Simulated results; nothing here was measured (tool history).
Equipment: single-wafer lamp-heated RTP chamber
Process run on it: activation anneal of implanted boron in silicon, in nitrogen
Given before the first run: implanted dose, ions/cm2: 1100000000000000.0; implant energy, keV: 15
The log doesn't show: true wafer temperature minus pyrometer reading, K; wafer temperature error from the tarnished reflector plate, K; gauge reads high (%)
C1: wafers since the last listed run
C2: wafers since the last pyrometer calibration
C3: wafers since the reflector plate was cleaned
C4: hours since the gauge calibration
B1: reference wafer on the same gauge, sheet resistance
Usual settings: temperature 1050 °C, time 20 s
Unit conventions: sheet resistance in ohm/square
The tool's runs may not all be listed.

{"run": 1, "day": 0.0, "temperature": 1050, "time": 20, "C1": 0, "C2": 331, "C3": 4118, "C4": 122.3, "B1": 132.99, "sheet resistance": 111.17}
{"run": 2, "day": 1.129, "temperature": 1050, "time": 20, "C1": 521, "C2": 853, "C3": 4639, "C4": 149.4, "B1": 132.99, "sheet resistance": 110.96}
{"run": 3, "day": 2.429, "temperature": 1050, "time": 20, "C1": 600, "C2": 1453, "C3": 5239, "C4": 180.6, "B1": 133.01, "sheet resistance": 110.9}
{"run": 4, "day": 3.662, "temperature": 1050, "time": 20, "C1": 569, "C2": 2022, "C3": 5809, "C4": 210.2, "B1": 132.99, "sheet resistance": 110.76}
{"run": 5, "day": 4.746, "temperature": 1050, "time": 20, "C1": 500, "C2": 2523, "C3": 6309, "C4": 236.2, "B1": 133.02, "sheet resistance": 110.9}
{"run": 6, "day": 5.512, "temperature": 1063, "time": 15, "C1": 354, "C2": 2877, "C3": 6663, "C4": 254.6, "B1": 133.0, "sheet resistance": 110.81}
{"run": 7, "day": 6.362, "temperature": 1063, "time": 15, "C1": 392, "C2": 3269, "C3": 7056, "C4": 275.0, "B1": 133.02, "sheet resistance": 110.65}
{"run": 8, "day": 7.021, "temperature": 1050, "time": 25, "C1": 303, "C2": 3573, "C3": 7360, "C4": 290.8, "B1": 133.0, "sheet resistance": 110.09}
{"run": 9, "day": 7.762, "temperature": 1050, "time": 25, "C1": 342, "C2": 3916, "C3": 7702, "C4": 308.6, "B1": 133.03, "sheet resistance": 110.2}
{"run": 10, "day": 8.667, "temperature": 1050, "time": 25, "C1": 417, "C2": 4333, "C3": 8120, "C4": 330.3, "B1": 133.03, "sheet resistance": 110.14}
{"run": 11, "day": 9.55, "temperature": 1050, "time": 20, "C1": 407, "C2": 4741, "C3": 8527, "C4": 351.5, "B1": 132.97, "sheet resistance": 110.6}
{"run": 12, "day": 10.9, "temperature": 1050, "time": 20, "C1": 623, "C2": 5364, "C3": 9151, "C4": 383.9, "B1": 133.03, "sheet resistance": 110.77}
{"run": 13, "day": 11.796, "temperature": 1050, "time": 20, "C1": 413, "C2": 5778, "C3": 9564, "C4": 405.4, "B1": 132.94, "sheet resistance": 110.49}
{"run": 14, "day": 12.8, "temperature": 1050, "time": 12, "C1": 463, "C2": 6242, "C3": 10028, "C4": 429.5, "B1": 133.03, "sheet resistance": 111.56}
{"day": 13.379, "done": "reflector plate cleaned"}
{"run": 15, "day": 13.958, "temperature": 1029, "time": 30, "C1": 380, "C2": 6623, "C3": 266, "C4": 457.3, "B1": 132.96, "sheet resistance": 111.31}
{"day": 15.133, "done": "pyrometer window cleaned and pyrometer calibrated"}
{"run": 16, "day": 15.329, "temperature": 1026, "time": 27, "C1": 479, "C2": 91, "C3": 745, "C4": 490.2, "B1": 132.96, "sheet resistance": 112.93}
{"day": 15.579, "done": "gauge calibrated"}
{"run": 17, "day": 16.433, "temperature": 1050, "time": 20, "C1": 509, "C2": 601, "C3": 1255, "C4": 20.5, "B1": 133.03, "sheet resistance": 111.07}
{"run": 18, "day": 17.204, "temperature": 1050, "time": 20, "C1": 355, "C2": 957, "C3": 1611, "C4": 39.0, "B1": 133.03, "sheet resistance": 111.08}
{"run": 19, "day": 18.692, "temperature": 1033, "time": 24, "C1": 686, "C2": 1644, "C3": 2298, "C4": 74.7, "B1": 132.97, "sheet resistance": 111.71}
{"run": 20, "day": 19.508, "temperature": 1025, "time": 12, "C1": 377, "C2": 2021, "C3": 2675, "C4": 94.3, "B1": 133.07, "sheet resistance": 113.32}
{"run": 21, "day": 20.558, "temperature": 1035, "time": 20, "C1": 484, "C2": 2506, "C3": 3160, "C4": 119.5, "B1": 133.01, "sheet resistance": 111.68}
{"run": 22, "day": 21.067, "temperature": 1025, "time": 23, "C1": 234, "C2": 2740, "C3": 3395, "C4": 131.7, "B1": 133.07, "sheet resistance": 112.35}
{"run": 23, "day": 22.138, "temperature": 1050, "time": 14, "C1": 494, "C2": 3235, "C3": 3889, "C4": 157.4, "B1": 133.02, "sheet resistance": 111.67}
{"run": 24, "day": 23.146, "temperature": 1040, "time": 16, "C1": 465, "C2": 3700, "C3": 4355, "C4": 181.6, "B1": 132.99, "sheet resistance": 111.48}
{"run": 25, "day": 23.733, "temperature": 1050, "time": 28, "C1": 271, "C2": 3972, "C3": 4626, "C4": 195.7, "B1": 133.02, "sheet resistance": 109.75}
{"run": 26, "day": 24.767, "temperature": 1029, "time": 32, "C1": 477, "C2": 4449, "C3": 5103, "C4": 220.5, "B1": 132.98, "sheet resistance": 111.04}
{"run": 27, "day": 25.796, "temperature": 1072, "time": 15, "C1": 475, "C2": 4924, "C3": 5578, "C4": 245.2, "B1": 133.06, "sheet resistance": 110.29}
{"run": 28, "day": 27.196, "temperature": 1025, "time": 23, "C1": 646, "C2": 5571, "C3": 6225, "C4": 278.8, "B1": 133.0, "sheet resistance": 111.95}

The logged runs with the hidden state left out (each run's random variation unchanged):
run=1 sheet_resistance=111.29
run=2 sheet_resistance=111.21
run=3 sheet_resistance=111.25
run=4 sheet_resistance=111.19
run=5 sheet_resistance=111.37
run=6 sheet_resistance=111.14
run=7 sheet_resistance=111.00
run=8 sheet_resistance=110.64
run=9 sheet_resistance=110.77
run=10 sheet_resistance=110.73
run=11 sheet_resistance=111.20
run=12 sheet_resistance=111.39
run=13 sheet_resistance=111.12
run=14 sheet_resistance=112.22
run=15 sheet_resistance=112.64
run=16 sheet_resistance=113.11
run=17 sheet_resistance=111.30
run=18 sheet_resistance=111.38
run=19 sheet_resistance=112.47
run=20 sheet_resistance=114.45
run=21 sheet_resistance=112.54
run=22 sheet_resistance=113.55
run=23 sheet_resistance=112.25
run=24 sheet_resistance=112.33
run=25 sheet_resistance=110.35
run=26 sheet_resistance=112.31
run=27 sheet_resistance=110.64
run=28 sheet_resistance=113.45
